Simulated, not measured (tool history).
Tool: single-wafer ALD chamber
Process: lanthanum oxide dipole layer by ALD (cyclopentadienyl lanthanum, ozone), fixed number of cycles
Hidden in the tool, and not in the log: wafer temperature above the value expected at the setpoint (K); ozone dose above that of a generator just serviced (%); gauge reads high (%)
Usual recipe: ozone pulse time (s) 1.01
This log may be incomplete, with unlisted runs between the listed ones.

| run | hour | ozone pulse time (s) | wafers since the last listed run | hours since the last thermocouple change | hours since the last ozone generator service | hours since the showerhead was replaced | hours since the gauge calibration | read-back reference wafer on the same gauge, thickness_nm | mean film thickness on the monitor wafer (Å) |
|---|---|---|---|---|---|---|---|---|---|
| 1 | 0.0 | 0.78 | 0 | 1419.7 | 1415.0 | 3376.5 | 51.3 | 0.553 | 4.36 |
| 2 | 70.2 | 0.78 | 1642 | 1489.9 | 1485.2 | 3446.7 | 121.5 | 0.554 | 4.29 |
| 3 | 109.3 | 1.01 | 915 | 1529.0 | 1524.3 | 3485.8 | 160.6 | 0.552 | 4.69 |
| 4 | 159.2 | 1.01 | 1167 | 1578.9 | 1574.2 | 3535.7 | 210.5 | 0.553 | 4.62 |
|  | 200.1 | thermocouple changed; heater temperature recalibrated |
| 5 | 213.5 | 1.01 | 1083 | 13.4 | 1628.5 | 3590.0 | 264.8 | 0.552 | 4.60 |
| 6 | 246.0 | 1.01 | 760 | 45.9 | 1661.0 | 3622.5 | 297.3 | 0.553 | 4.58 |
|  | 267.0 | gauge calibrated |
| 7 | 272.1 | 0.71 | 610 | 72.0 | 1687.1 | 3648.6 | 5.1 | 0.552 | 4.03 |
|  | 288.0 | ozone generator serviced |
| 8 | 303.3 | 0.86 | 542 | 103.2 | 15.3 | 3679.8 | 36.3 | 0.551 | 4.78 |
| 9 | 373.4 | 0.67 | 1640 | 173.3 | 85.4 | 3749.9 | 106.4 | 0.554 | 4.51 |
| 10 | 402.9 | 0.72 | 690 | 202.8 | 114.9 | 3779.4 | 135.9 | 0.555 | 4.61 |
| 11 | 455.7 | 0.77 | 1235 | 255.6 | 167.7 | 3832.2 | 188.7 | 0.553 | 4.60 |
|  | 482.2 | showerhead replaced |
| 12 | 490.7 | 1.01 | 631 | 290.6 | 202.7 | 8.5 | 223.7 | 0.553 | 5.00 |
| 13 | 554.6 | 0.71 | 1495 | 354.5 | 266.6 | 72.4 | 287.6 | 0.554 | 4.52 |

For run 14, what comes out?
| 14 | 581.4 | 1.29 | 627 | 381.3 | 293.4 | 99.2 | 314.4 | ? | ? |

{"run 14": {"read-back reference wafer on the same gauge, thickness_nm": 0.554, "mean film thickness on the monitor wafer (Å)": 5.26}}
The same run, on a tool lacking any hidden state, would have yielded mean film thickness on the monitor wafer (Å) 5.26.
